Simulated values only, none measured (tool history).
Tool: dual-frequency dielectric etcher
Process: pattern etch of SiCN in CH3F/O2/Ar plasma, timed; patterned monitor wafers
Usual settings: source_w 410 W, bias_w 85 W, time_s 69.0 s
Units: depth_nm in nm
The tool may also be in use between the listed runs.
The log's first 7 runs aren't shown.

run   hour  source_w  bias_w  time_s  read-back reference wafer on the same gauge, depth_nm  depth_nm
  8  459.6       410      85    69.0                                                  21.90     25.00
  9  485.5       380      85    80.0                                                  21.89     27.58
 10  516.5       380      85    80.0                                                  21.87     27.43
 11  565.1       410      85    69.0                                                  21.88     24.70
 12  596.4       350      85    86.0                                                  21.89     28.90
     610.8  -- gauge calibrated
     657.6  -- upper electrode replaced
 13  658.1       410     104    69.0                                                  21.88     26.54
 14  664.7       490     101    69.0                                                  21.88     28.04
 15  698.1       410      85    69.0                                                  21.92     24.55
 16  724.0       470      85    69.0                                                  21.96     25.97
 17  756.7       410      85    76.5                                                  21.86     27.28

Forecast run 18:
 18  802.7       510      85    85.0                                                      ?         ?

read-back reference wafer on the same gauge, depth_nm: 21.92
depth_nm: 33.13 nm
Without the tool's hidden state the same run would have given depth_nm 33.13 nm.

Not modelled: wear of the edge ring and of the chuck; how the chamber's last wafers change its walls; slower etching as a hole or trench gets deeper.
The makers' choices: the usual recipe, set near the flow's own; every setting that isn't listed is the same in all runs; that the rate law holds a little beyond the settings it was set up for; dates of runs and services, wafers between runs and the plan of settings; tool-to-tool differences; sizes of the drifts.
